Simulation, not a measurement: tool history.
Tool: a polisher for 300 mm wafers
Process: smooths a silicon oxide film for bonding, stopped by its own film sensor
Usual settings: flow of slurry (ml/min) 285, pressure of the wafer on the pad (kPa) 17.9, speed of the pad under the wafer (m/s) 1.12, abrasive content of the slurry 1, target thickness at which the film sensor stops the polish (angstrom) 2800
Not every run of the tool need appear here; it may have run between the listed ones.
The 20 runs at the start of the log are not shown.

run     day  flow of slurry (ml/min)  pressure of the wafer on the pad (kPa)  speed of the pad under the wafer (m/s)  abrasive content of the slurry  target thickness at which the film sensor stops the polish (angstrom)  incoming thickness of the incoming film, nm  time until the film sensor stopped the polish (s)
     43.317  -- slurry blender recalibrated
 21   44.45                      285                                    17.9                                    1.28                            0.85                                                                   2660                                        356.1                                               89.7
 22  45.546                      285                                    17.9                                    1.12                               1                                                                   2800                                        351.5                                               72.8
     46.425  -- head pressure recalibrated
 23  46.754                      285                                    17.9                                    1.12                             0.8                                                                   2800                                        350.6                                               82.6
     47.617  -- slurry nozzle cleaned
 24  49.692                      285                                    22.8                                    1.12                               1                                                                   2800                                        348.9                                                 56
 25  50.829                      235                                    17.9                                     0.8                               1                                                                   2650                                        355.9                                              124.6
 26  53.392                      325                                    13.1                                    1.12                            1.15                                                                   2800                                        354.5                                              101.3
     54.821  -- worn pad replaced by a new one
 27  55.325                      285                                    17.9                                    1.12                               1                                                                   2660                                        355.3                                               95.2
 28  58.025                      285                                    17.9                                    1.12                             0.7                                                                   2800                                        345.2                                               89.7
 29  59.196                      285                                    17.9                                    1.12                               1                                                                   2650                                        350.6                                               98.1
 30  60.288                      285                                    17.9                                     1.5                            1.15                                                                   3010                                        349.4                                               41.3
 31  62.121                      285                                    17.9                                    1.12                               1                                                                   2800                                          347                                               78.8

What if the next run were any one of these 3? Each begins from the tool's condition after run 31:
  A  62.138                      285                                    17.9                                    1.26                               1                                                                   2800                                        347.9                                                  ?
  B  62.138                      370                                    17.9                                    1.12                             1.1                                                                   2800                                        347.9                                                  ?
  C  62.138                      285                                    17.9                                    0.92                               1                                                                   2800                                        347.9                                                  ?

run  time until the film sensor stopped the polish (s)
  A                                               72.1
  B                                               72.9
  C                                               91.4
With no hidden state in the tool, these same runs would have given:
run  time until the film sensor stopped the polish (s)
  A                                               59.7
  B                                               61.2
  C                                               75.7
